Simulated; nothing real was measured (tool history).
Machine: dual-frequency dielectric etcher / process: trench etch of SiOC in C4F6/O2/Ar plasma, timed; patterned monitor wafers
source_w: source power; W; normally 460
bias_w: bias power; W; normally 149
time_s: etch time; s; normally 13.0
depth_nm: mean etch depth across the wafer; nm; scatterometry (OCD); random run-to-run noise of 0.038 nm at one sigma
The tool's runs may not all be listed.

run    day  source_w  bias_w  time_s  wafers since the last listed run  hours since the last wet clean  hours since the last source power generator calibration  hours since the last bias power generator calibration  hours since the last upper electrode change  hours since the gauge calibration  read-back reference wafer on the same gauge, depth_nm  depth_nm
  1  0.000       460     149    13.0                                 0                           419.4                                                   1846.8                                                 1648.6                                       4365.7                               36.1                                                  22.80     24.87
  2  0.392       460     149    13.0                               107                           428.8                                                   1856.2                                                 1658.0                                       4375.1                               45.5                                                  22.80     24.88
  3  1.133       460     149    13.0                               204                           446.6                                                   1874.0                                                 1675.8                                       4392.9                               63.3                                                  22.81     24.93
     2.225  -- upper electrode replaced
     2.429  -- gauge calibrated
     2.846  -- wet clean of the chamber
  4  2.867       460     149    13.0                                30                             0.5                                                   1915.6                                                 1717.4                                         15.4                               10.5                                                  22.80     25.53
  5  2.883       460     149    13.0                                 4                             0.9                                                   1916.0                                                 1717.8                                         15.8                               10.9                                                  22.80     25.53
  6  2.896       460     131    13.0                                 3                             1.2                                                   1916.3                                                 1718.1                                         16.1                               11.2                                                  22.80     24.70
  7  2.908       510     149    13.0                                 3                             1.5                                                   1916.6                                                 1718.4                                         16.4                               11.5                                                  22.81     26.47
     3.175  -- source power generator calibrated
  8  3.196       370     139    15.0                                33                             8.4                                                      0.5                                                 1725.3                                         23.3                               18.4                                                  22.80     26.94
  9  3.538       460     149     9.0                                94                            16.6                                                      8.7                                                 1733.5                                         31.5                               26.6                                                  22.80     17.69
 10  4.062       360     149    14.5                               144                            29.2                                                     21.3                                                 1746.1                                         44.1                               39.2                                                  22.80     26.18
     4.688  -- bias power generator calibrated
 11  4.804       460     149    13.0                               158                            47.0                                                     39.1                                                    2.8                                         61.9                               57.0                                                  22.80     25.47
 12  5.500       410     178    16.5                               191                            63.7                                                     55.8                                                   19.5                                         78.6                               73.7                                                  22.80     32.30
     5.800  -- gauge calibrated
 13  5.912       570     159    13.0                               113                            73.6                                                     65.7                                                   29.4                                         88.5                                2.7                                                  22.80     27.81
 14  6.175       510     180    11.5                                72                            79.9                                                     72.0                                                   35.7                                         94.8                                9.0                                                  22.80     24.34
 15  6.879       460     149    13.0                               193                            96.8                                                     88.9                                                   52.6                                        111.7                               25.9                                                  22.81     25.31

Below are 4 alternative next runs, each starting from the tool's condition after run 15. Predict each:
  A  6.896       460     149    13.0                                 4                            97.2                                                     89.3                                                   53.0                                        112.1                               26.3                                                      ?         ?
  B  6.896       460     131    11.5                                 4                            97.2                                                     89.3                                                   53.0                                        112.1                               26.3                                                      ?         ?
  C  6.896       360     149    13.0                                 4                            97.2                                                     89.3                                                   53.0                                        112.1                               26.3                                                      ?         ?
  D  6.896       350     126    16.0                                 4                            97.2                                                     89.3                                                   53.0                                        112.1                               26.3                                                      ?         ?

run  read-back reference wafer on the same gauge, depth_nm  depth_nm
  A                                                  22.80     25.37
  B                                                  22.80     21.81
  C                                                  22.80     23.40
  D                                                  22.80     27.47
Stripped of hidden state, with their random variation kept, the same runs would have yielded:
run  depth_nm
  A     25.51
  B     21.92
  C     23.52
  D     27.62
